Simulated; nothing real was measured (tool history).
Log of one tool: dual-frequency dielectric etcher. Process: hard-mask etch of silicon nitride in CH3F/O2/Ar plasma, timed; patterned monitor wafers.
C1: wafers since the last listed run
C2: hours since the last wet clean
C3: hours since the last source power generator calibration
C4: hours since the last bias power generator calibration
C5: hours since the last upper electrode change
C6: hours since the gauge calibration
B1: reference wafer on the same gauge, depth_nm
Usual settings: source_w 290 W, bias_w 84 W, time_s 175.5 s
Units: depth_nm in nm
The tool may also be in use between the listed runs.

Run 1, hour 0.0: usual settings; C1 0; C2 296.7; C3 3568.0; C4 3875.2; C5 5221.4; C6 47.0; B1 137.0. Result: depth_nm 116.4 nm.
Run 2, hour 25.7: usual settings; C1 219; C2 322.4; C3 3593.7; C4 3900.9; C5 5247.1; C6 72.7; B1 137.1. Result: depth_nm 115.4 nm.
Run 3, hour 44.8: usual settings; C1 163; C2 341.5; C3 3612.8; C4 3920.0; C5 5266.2; C6 91.8; B1 137.0. Result: depth_nm 116.0 nm.
Run 4, hour 69.2: usual settings; C1 208; C2 365.9; C3 3637.2; C4 3944.4; C5 5290.6; C6 116.2; B1 137.0. Result: depth_nm 115.0 nm.
Run 5, hour 82.5: usual settings but source_w 320 W; C1 113; C2 379.2; C3 3650.5; C4 3957.7; C5 5303.9; C6 129.5; B1 137.0. Result: depth_nm 120.8 nm.
Run 6, hour 110.1: usual settings but source_w 320 W; C1 235; C2 406.8; C3 3678.1; C4 3985.3; C5 5331.5; C6 157.1; B1 137.0. Result: depth_nm 121.1 nm.
Run 7, hour 130.3: usual settings but source_w 320 W; C1 172; C2 427.0; C3 3698.3; C4 4005.5; C5 5351.7; C6 177.3; B1 137.0. Result: depth_nm 121.3 nm.
At hour 140.8: bias power generator calibrated.
Run 8, hour 162.1: usual settings but source_w 260 W, bias_w 91 W, time_s 140.5 s; C1 237; C2 458.8; C3 3730.1; C4 21.3; C5 5383.5; C6 209.1; B1 136.9. Result: depth_nm 89.7 nm.
Run 9, hour 193.4: usual settings; C1 267; C2 490.1; C3 3761.4; C4 52.6; C5 5414.8; C6 240.4; B1 137.1. Result: depth_nm 113.8 nm.
At hour 202.2: gauge calibrated.
At hour 222.2: upper electrode replaced, of another model than before.
At hour 240.7: wet clean of the chamber.
At hour 242.3: source power generator calibrated.
Run 10, hour 242.8: usual settings but source_w 230 W, time_s 215.0 s; C1 44; C2 2.1; C3 0.5; C4 102.0; C5 20.6; C6 40.6; B1 137.0. Result: depth_nm 119.6 nm.
Run 11, hour 258.7: usual settings but bias_w 65 W, time_s 224.5 s; C1 135; C2 18.0; C3 16.4; C4 117.9; C5 36.5; C6 56.5; B1 137.1. Result: depth_nm 142.0 nm.
Run 12, hour 291.9: usual settings but source_w 310 W, bias_w 99 W; C1 283; C2 51.2; C3 49.6; C4 151.1; C5 69.7; C6 89.7; B1 137.2. Result: depth_nm 129.7 nm.
Run 13, hour 309.8: usual settings but source_w 350 W; C1 152; C2 69.1; C3 67.5; C4 169.0; C5 87.6; C6 107.6; B1 136.9. Result: depth_nm 133.9 nm.
Run 14, hour 332.8: usual settings; C1 196; C2 92.1; C3 90.5; C4 192.0; C5 110.6; C6 130.6; B1 137.1. Result: depth_nm 117.4 nm.
Run 15, hour 348.2: usual settings; C1 131; C2 107.5; C3 105.9; C4 207.4; C5 126.0; C6 146.0; B1 137.1. Result: depth_nm 117.3 nm.

How the hidden state differs across the entries between the runs, from the last listed run before each to the first after it:
Between runs 7 and 8: bias power generator calibrated (hour 140.8)
  etch rate over this chamber's usual, %: -3.37 -> -3.65
  measured less the result without the state, depth_nm: -4.2 -> -3.4 nm
Between runs 9 and 10: gauge calibrated (hour 202.2); upper electrode replaced, of another model than before (hour 222.2); wet clean of the chamber (hour 240.7); source power generator calibrated (hour 242.3)
  etch rate over this chamber's usual, %: -3.93 -> -0.239
  measured less the result without the state, depth_nm: -4.7 -> -0.3 nm
